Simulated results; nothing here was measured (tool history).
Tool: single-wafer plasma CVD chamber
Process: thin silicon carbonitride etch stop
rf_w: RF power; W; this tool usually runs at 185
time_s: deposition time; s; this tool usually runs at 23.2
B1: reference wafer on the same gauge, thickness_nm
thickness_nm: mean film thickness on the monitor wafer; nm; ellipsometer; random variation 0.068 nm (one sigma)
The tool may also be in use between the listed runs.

{"run": 1, "hour": 0.0, "rf_w": 185, "time_s": 23.2, "B1": 15.1, "thickness_nm": 13.321}
{"run": 2, "hour": 58.1, "rf_w": 210, "time_s": 23.2, "B1": 15.086, "thickness_nm": 13.819}
{"run": 3, "hour": 274.7, "rf_w": 210, "time_s": 23.2, "B1": 15.095, "thickness_nm": 13.904}
{"run": 4, "hour": 491.0, "rf_w": 210, "time_s": 23.2, "B1": 15.098, "thickness_nm": 13.766}
{"hour": 715.5, "done": "RF generator calibrated"}
{"run": 5, "hour": 764.2, "rf_w": 185, "time_s": 23.2, "B1": 15.108, "thickness_nm": 13.249}
{"run": 6, "hour": 800.8, "rf_w": 185, "time_s": 23.2, "B1": 15.111, "thickness_nm": 13.356}
{"run": 7, "hour": 838.0, "rf_w": 185, "time_s": 23.2, "B1": 15.089, "thickness_nm": 13.183}
{"run": 8, "hour": 879.4, "rf_w": 185, "time_s": 23.2, "B1": 15.101, "thickness_nm": 13.093}
{"hour": 905.1, "done": "thermocouple changed; heater temperature recalibrated"}
{"run": 9, "hour": 948.4, "rf_w": 185, "time_s": 23.2, "B1": 15.104, "thickness_nm": 13.311}
{"hour": 1045.6, "done": "showerhead replaced"}
{"run": 10, "hour": 1164.8, "rf_w": 185, "time_s": 23.2, "B1": 15.089, "thickness_nm": 13.186}
{"hour": 1190.7, "done": "gauge calibrated"}
{"run": 11, "hour": 1209.9, "rf_w": 185, "time_s": 23.2, "B1": 15.093, "thickness_nm": 13.213}
{"run": 12, "hour": 1287.7, "rf_w": 185, "time_s": 23.2, "B1": 15.083, "thickness_nm": 13.105}
{"run": 13, "hour": 1324.1, "rf_w": 220, "time_s": 23.2, "B1": 15.104, "thickness_nm": 14.201}
{"run": 14, "hour": 1383.4, "rf_w": 155, "time_s": 23.2, "B1": 15.091, "thickness_nm": 12.323}
{"run": 15, "hour": 1487.0, "rf_w": 185, "time_s": 23.2, "B1": 15.08, "thickness_nm": 13.188}
{"run": 16, "hour": 1558.4, "rf_w": 220, "time_s": 25.9, "B1": 15.109, "thickness_nm": 15.769}
{"run": 17, "hour": 1594.4, "rf_w": 215, "time_s": 25.8, "B1": 15.119, "thickness_nm": 15.529}
{"hour": 1603.8, "done": "RF generator calibrated"}
{"run": 18, "hour": 1663.0, "rf_w": 185, "time_s": 23.2, "B1": 15.084, "thickness_nm": 13.195}
{"run": 19, "hour": 1743.0, "rf_w": 215, "time_s": 18.9, "B1": 15.087, "thickness_nm": 11.471}
{"run": 20, "hour": 1846.1, "rf_w": 185, "time_s": 23.2, "B1": 15.105, "thickness_nm": 13.13}
{"run": 21, "hour": 1914.9, "rf_w": 170, "time_s": 26.2, "B1": 15.101, "thickness_nm": 14.479}
{"run": 22, "hour": 2017.6, "rf_w": 185, "time_s": 18.6, "B1": 15.091, "thickness_nm": 10.64}
{"run": 23, "hour": 2054.9, "rf_w": 200, "time_s": 23.2, "B1": 15.097, "thickness_nm": 13.637}
{"run": 24, "hour": 2124.1, "rf_w": 160, "time_s": 24.5, "B1": 15.084, "thickness_nm": 13.139}

Run 25, settings as shown, results not yet in. Your forecast:
{"run": 25, "hour": 2167.8, "rf_w": 170, "time_s": 24.4, "B1": "?", "thickness_nm": "?"}

{"run 25": {"B1": 15.113, "thickness_nm": 13.531}}
With no hidden state in the tool, this same run would have given thickness_nm 13.531 nm.
